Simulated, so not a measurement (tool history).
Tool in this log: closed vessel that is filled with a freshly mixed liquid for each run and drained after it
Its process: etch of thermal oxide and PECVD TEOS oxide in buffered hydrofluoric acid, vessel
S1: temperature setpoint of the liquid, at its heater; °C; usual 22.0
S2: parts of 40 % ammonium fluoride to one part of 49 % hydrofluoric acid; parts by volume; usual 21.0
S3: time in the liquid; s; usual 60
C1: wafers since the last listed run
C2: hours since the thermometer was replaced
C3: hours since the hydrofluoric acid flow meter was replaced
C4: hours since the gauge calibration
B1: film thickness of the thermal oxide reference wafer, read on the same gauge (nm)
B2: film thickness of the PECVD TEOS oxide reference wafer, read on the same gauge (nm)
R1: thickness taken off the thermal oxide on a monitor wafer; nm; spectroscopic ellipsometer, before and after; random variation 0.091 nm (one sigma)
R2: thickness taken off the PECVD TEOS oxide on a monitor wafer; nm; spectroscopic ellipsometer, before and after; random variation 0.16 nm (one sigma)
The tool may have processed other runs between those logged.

run 1 hour=0.0 | S1=22.0 S2=15.0 S3=60 | C1=0 C2=2580.8 C3=2099.0 C4=34.2 | B1=79.99 B2=139.98 | R1=39.23 R2=44.12
run 2 hour=7.9 | S1=25.0 S2=24.0 S3=60 | C1=603 C2=2588.7 C3=2106.9 C4=42.1 | B1=80.00 B2=140.01 | R1=30.63 R2=34.57
run 3 hour=25.1 | S1=22.0 S2=21.0 S3=60 | C1=1314 C2=2605.9 C3=2124.1 C4=59.3 | B1=79.99 B2=140.02 | R1=28.51 R2=32.29
run 4 hour=34.0 | S1=22.0 S2=21.0 S3=60 | C1=680 C2=2614.8 C3=2133.0 C4=68.2 | B1=80.00 B2=140.00 | R1=28.62 R2=32.20
run 5 hour=51.8 | S1=19.5 S2=21.0 S3=35 | C1=1360 C2=2632.6 C3=2150.8 C4=86.0 | B1=79.99 B2=140.00 | R1=14.46 R2=16.30
run 6 hour=61.1 | S1=19.5 S2=21.0 S3=35 | C1=710 C2=2641.9 C3=2160.1 C4=95.3 | B1=80.01 B2=139.97 | R1=14.45 R2=16.36
run 7 hour=68.4 | S1=19.5 S2=21.0 S3=35 | C1=557 C2=2649.2 C3=2167.4 C4=102.6 | B1=79.99 B2=140.04 | R1=14.40 R2=16.22
run 8 hour=83.7 | S1=22.0 S2=21.0 S3=60 | C1=1169 C2=2664.5 C3=2182.7 C4=117.9 | B1=80.03 B2=139.98 | R1=28.51 R2=31.88
run 9 hour=96.7 | S1=22.0 S2=21.0 S3=60 | C1=993 C2=2677.5 C3=2195.7 C4=130.9 | B1=80.00 B2=140.02 | R1=28.43 R2=32.02
run 10 hour=111.9 | S1=18.5 S2=16.0 S3=75 | C1=1161 C2=2692.7 C3=2210.9 C4=146.1 | B1=79.98 B2=139.95 | R1=37.39 R2=41.89
-- hour=113.9 gauge calibrated
run 11 hour=122.6 | S1=19.0 S2=21.0 S3=30 | C1=817 C2=2703.4 C3=2221.6 C4=8.7 | B1=79.97 B2=139.96 | R1=11.97 R2=13.41
run 12 hour=131.2 | S1=22.0 S2=21.0 S3=35 | C1=657 C2=2712.0 C3=2230.2 C4=17.3 | B1=80.01 B2=139.95 | R1=16.60 R2=18.63
-- hour=139.9 hydrofluoric acid flow meter replaced
-- hour=147.6 thermometer replaced
run 13 hour=149.2 | S1=26.0 S2=21.0 S3=30 | C1=1222 C2=1.6 C3=9.3 C4=35.3 | B1=79.99 B2=139.96 | R1=20.41 R2=23.07
run 14 hour=167.0 | S1=22.0 S2=21.0 S3=35 | C1=1360 C2=19.4 C3=27.1 C4=53.1 | B1=80.01 B2=140.00 | R1=19.07 R2=21.38
run 15 hour=177.3 | S1=22.0 S2=12.5 S3=80 | C1=787 C2=29.7 C3=37.4 C4=63.4 | B1=79.98 B2=139.99 | R1=71.44 R2=80.47
run 16 hour=186.8 | S1=22.0 S2=13.0 S3=60 | C1=725 C2=39.2 C3=46.9 C4=72.9 | B1=80.00 B2=140.02 | R1=51.64 R2=58.17
run 17 hour=198.4 | S1=19.0 S2=21.0 S3=30 | C1=886 C2=50.8 C3=58.5 C4=84.5 | B1=79.98 B2=139.98 | R1=13.77 R2=15.59
run 18 hour=227.4 | S1=19.0 S2=26.0 S3=75 | C1=2216 C2=79.8 C3=87.5 C4=113.5 | B1=79.99 B2=139.95 | R1=29.72 R2=33.26
run 19 hour=237.4 | S1=20.0 S2=21.0 S3=50 | C1=764 C2=89.8 C3=97.5 C4=123.5 | B1=80.00 B2=140.04 | R1=24.25 R2=27.31

Predict each of these 3 candidate next runs independently; none follows another, all start after run 19:
run A hour=238.1 | S1=22.0 S2=21.0 S3=60 | C1=53 C2=90.5 C3=98.2 C4=124.2 | B1=? B2=? | R1=? R2=?
run B hour=238.1 | S1=26.5 S2=23.5 S3=70 | C1=53 C2=90.5 C3=98.2 C4=124.2 | B1=? B2=? | R1=? R2=?
run C hour=238.1 | S1=20.0 S2=13.5 S3=70 | C1=53 C2=90.5 C3=98.2 C4=124.2 | B1=? B2=? | R1=? R2=?

run=A B1=80.01 B2=139.99 R1=32.45 R2=36.64
run=B B1=80.01 B2=139.99 R1=44.86 R2=50.65
run=C B1=80.01 B2=139.99 R1=51.57 R2=58.23
With no hidden state in the tool, these same runs would have given:
run=A R1=33.24 R2=37.53
run=B R1=45.91 R2=51.84
run=C R1=52.83 R2=59.65
